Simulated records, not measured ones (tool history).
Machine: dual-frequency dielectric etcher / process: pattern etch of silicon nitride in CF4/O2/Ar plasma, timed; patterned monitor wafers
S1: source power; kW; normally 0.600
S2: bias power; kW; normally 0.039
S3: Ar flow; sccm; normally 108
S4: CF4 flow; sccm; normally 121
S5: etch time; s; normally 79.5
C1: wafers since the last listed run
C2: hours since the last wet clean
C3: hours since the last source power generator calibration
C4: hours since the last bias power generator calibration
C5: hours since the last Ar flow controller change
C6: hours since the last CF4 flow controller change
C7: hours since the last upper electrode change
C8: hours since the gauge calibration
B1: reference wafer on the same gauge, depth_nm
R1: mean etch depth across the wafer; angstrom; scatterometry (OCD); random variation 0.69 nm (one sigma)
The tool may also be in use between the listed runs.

run   hour     S1     S2   S3   S4    S5   C1     C2      C3      C4      C5      C6      C7     C8     B1    R1
  1    0.0  0.600  0.039   99  121  79.5    0  281.4  1399.6  4480.1  2770.5  1451.4  3526.2  211.6  169.0  1683
  2   17.8  0.600  0.039   99  121  79.5  166  299.2  1417.4  4497.9  2788.3  1469.2  3544.0  229.4  168.9  1669
  3   29.7  0.600  0.039  119  121  79.5  111  311.1  1429.3  4509.8  2800.2  1481.1  3555.9  241.3  168.9  1645
  4   38.4  0.600  0.039  108  121  79.5   81  319.8  1438.0  4518.5  2808.9  1489.8  3564.6  250.0  169.0  1682
  5   51.6  0.600  0.039  108  121  79.5  123  333.0  1451.2  4531.7  2822.1  1503.0  3577.8  263.2  168.9  1671
  6   66.8  0.600  0.039  108  121  79.5  142  348.2  1466.4  4546.9  2837.3  1518.2  3593.0  278.4  169.0  1671
  7   74.5  0.600  0.039  108  121  79.5   71  355.9  1474.1  4554.6  2845.0  1525.9  3600.7  286.1  169.1  1669
      88.5  -- Ar flow controller replaced
      95.4  -- gauge calibrated
      98.5  -- upper electrode replaced
  8   99.0  0.600  0.039  108  121  79.5   79  380.4  1498.6  4579.1    10.5  1550.4     0.5    3.6  169.2  1687
  9   99.4  0.600  0.039  108  121  79.5    3  380.8  1499.0  4579.5    10.9  1550.8     0.9    4.0  169.0  1672
     104.0  -- bias power generator calibrated
 10  104.5  0.510  0.039   90  121  79.5   10  385.9  1504.1     0.5    16.0  1555.9     6.0    9.1  169.0  1440
 11  112.1  0.600  0.039  108  121  79.5   71  393.5  1511.7     8.1    23.6  1563.5    13.6   16.7  169.0  1694
 12  120.6  0.600  0.039  108  121  66.0   79  402.0  1520.2    16.6    32.1  1572.0    22.1   25.2  168.9  1392
     129.9  -- source power generator calibrated
 13  130.4  0.600  0.039  108  121  79.5   54  411.8     0.5    26.4    41.9  1581.8    31.9   35.0  169.1  1687
 14  142.0  0.720  0.034   86  121  56.5  108  423.4    12.1    38.0    53.5  1593.4    43.5   46.6  169.0  1427
 15  156.3  0.740  0.034   99  121  91.0  133  437.7    26.4    52.3    67.8  1607.7    57.8   60.9  168.9  2355
     185.6  -- wet clean of the chamber
     188.0  -- CF4 flow controller replaced
 16  188.5  0.490  0.039   95  129  72.5   53    2.9    58.6    84.5   100.0     0.5    90.0   93.1  169.3  1211
 17  188.9  0.600  0.039  120  121  79.5    3    3.3    59.0    84.9   100.4     0.9    90.4   93.5  169.0  1631
 18  196.9  0.600  0.039   85   95  79.5   74   11.3    67.0    92.9   108.4     8.9    98.4  101.5  169.1  1605
 19  206.5  0.600  0.039  108  121  79.5   89   20.9    76.6   102.5   118.0    18.5   108.0  111.1  169.0  1637
 20  217.8  0.600  0.049  127  121  79.5  105   32.2    87.9   113.8   129.3    29.8   119.3  122.4  169.0  1735
 21  234.1  0.600  0.039  108  121  79.5  152   48.5   104.2   130.1   145.6    46.1   135.6  138.7  169.0  1648
 22  251.0  0.600  0.039  124  147  79.5  157   65.4   121.1   147.0   162.5    63.0   152.5  155.6  168.9  1673

Forecast each of these 3 alternatives for the next run:
  A  251.4  0.600  0.039  108  121  79.5   3  65.8  121.5  147.4  162.9  63.4  152.9  156.0   ?   ?
  B  251.4  0.470  0.033   89  108  79.5   3  65.8  121.5  147.4  162.9  63.4  152.9  156.0   ?   ?
  C  251.4  0.600  0.039  118  121  62.5   3  65.8  121.5  147.4  162.9  63.4  152.9  156.0   ?   ?

run     B1    R1
  A  169.0  1638
  B  169.0  1196
  C  169.0  1279
Without the tool's hidden state the same runs would have given:
run    R1
  A  1612
  B  1177
  C  1259
